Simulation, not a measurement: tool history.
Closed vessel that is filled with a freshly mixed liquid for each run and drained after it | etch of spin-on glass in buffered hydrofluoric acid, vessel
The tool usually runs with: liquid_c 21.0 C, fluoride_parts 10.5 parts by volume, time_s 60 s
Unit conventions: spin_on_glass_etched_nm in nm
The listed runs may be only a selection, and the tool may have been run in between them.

run	hour	liquid_c	fluoride_parts	time_s	wafers since the last listed run	hours since the thermometer was replaced	hours since the hydrofluoric acid flow meter was replaced	hours since the gauge calibration	read-back film thickness of the spin-on glass reference wafer, read on the same gauge (nm)	spin_on_glass_etched_nm
1	0.0	21.0	10.5	60	0	132.2	1341.0	465.5	100.02	133.80
2	12.8	21.0	10.5	60	787	145.0	1353.8	478.3	100.03	133.04
3	42.0	21.0	10.5	60	1796	174.2	1383.0	507.5	99.99	132.17
4	72.9	21.0	10.5	60	1901	205.1	1413.9	538.4	100.01	132.71
# hour 86.3: gauge calibrated
5	104.1	21.0	10.5	60	1919	236.3	1445.1	17.8	100.00	134.81
6	180.8	21.0	10.5	60	4719	313.0	1521.8	94.5	100.01	133.09
7	201.3	21.0	10.5	60	1261	333.5	1542.3	115.0	100.00	132.93
8	214.1	21.0	10.5	60	787	346.3	1555.1	127.8	100.00	132.57
9	246.0	21.0	10.5	40	1962	378.2	1587.0	159.7	100.00	87.73
10	279.7	21.0	10.5	40	2073	411.9	1620.7	193.4	100.03	87.14
11	293.6	21.0	10.5	60	855	425.8	1634.6	207.3	100.01	131.36
12	324.0	21.0	10.5	60	1870	456.2	1665.0	237.7	100.00	130.93
13	347.1	21.0	10.5	60	1421	479.3	1688.1	260.8	100.03	131.25
14	370.4	21.0	10.5	60	1433	502.6	1711.4	284.1	100.00	129.77
# hour 374.1: thermometer replaced
15	383.1	21.0	10.5	60	719	9.0	1724.1	296.8	100.00	137.26
16	415.1	21.0	10.5	60	1969	41.0	1756.1	328.8	99.97	139.29
17	437.8	21.0	10.5	90	1396	63.7	1778.8	351.5	100.02	203.75
18	466.4	21.0	10.5	60	1759	92.3	1807.4	380.1	100.00	136.78
19	491.7	21.0	10.5	60	1556	117.6	1832.7	405.4	100.00	135.61
20	511.2	23.5	13.0	90	1199	137.1	1852.2	424.9	100.03	197.11
21	545.2	21.0	8.0	70	2092	171.1	1886.2	458.9	99.97	210.68
# hour 562.8: gauge calibrated
22	568.1	21.0	10.5	60	1409	194.0	1909.1	5.3	100.00	135.82
23	585.1	24.0	7.5	70	1046	211.0	1926.1	22.3	99.97	263.76
24	619.6	24.5	13.5	30	2122	245.5	1960.6	56.8	99.99	66.35
25	648.1	21.0	12.5	60	1753	274.0	1989.1	85.3	99.98	117.64
# hour 666.9: hydrofluoric acid flow meter replaced
26	673.5	18.0	10.5	60	1501	299.4	6.6	110.7	100.02	104.20
27	715.5	21.0	10.5	60	2584	341.4	48.6	152.7	99.98	123.58
28	746.6	21.0	10.5	60	1913	372.5	79.7	183.8	99.99	120.58
29	764.1	24.0	14.0	95	1076	390.0	97.2	201.3	99.98	171.74
30	777.2	21.0	13.0	45	806	403.1	110.3	214.4	100.00	74.92
31	809.7	21.0	10.5	30	1999	435.6	142.8	246.9	100.00	60.73
32	899.0	21.0	13.0	40	5494	524.9	232.1	336.2	99.97	65.59
# hour 913.6: thermometer replaced
33	923.5	21.0	10.5	60	1446	9.9	256.6	360.7	99.99	126.87

What differs in the tool's unlogged condition from the final listed run ahead of each entry between runs to the first listed run following it?
From run 4 to run 5: gauge calibrated (hour 86.3)
  liquid colder than its thermometer reads (K): 0.491 -> 0.552; hydrofluoric acid flow above the setpoint (%): 11.8 -> 12
  measured minus no-state result, spin_on_glass_etched_nm: +7.67 -> +7.51 nm
From run 14 to run 15: thermometer replaced (hour 374.1)
  liquid colder than its thermometer reads (K): 1.08 -> 0.0538; hydrofluoric acid flow above the setpoint (%): 13.6 -> 13.7
  measured minus no-state result, spin_on_glass_etched_nm: +4.70 -> +12.41 nm
From run 21 to run 22: gauge calibrated (hour 562.8)
  liquid colder than its thermometer reads (K): 0.373 -> 0.418; hydrofluoric acid flow above the setpoint (%): 14.7 -> 14.8
  measured minus no-state result, spin_on_glass_etched_nm: +25.10 -> +10.51 nm
From run 25 to run 26: hydrofluoric acid flow meter replaced (hour 666.9)
  liquid colder than its thermometer reads (K): 0.575 -> 0.625; hydrofluoric acid flow above the setpoint (%): 15.3 -> 1.16
  measured minus no-state result, spin_on_glass_etched_nm: +11.95 -> -2.60 nm
From run 32 to run 33: thermometer replaced (hour 913.6)
  liquid colder than its thermometer reads (K): 1.07 -> 0.137; hydrofluoric acid flow above the setpoint (%): 2.57 -> 2.72
  measured minus no-state result, spin_on_glass_etched_nm: -2.33 -> +2.30 nm
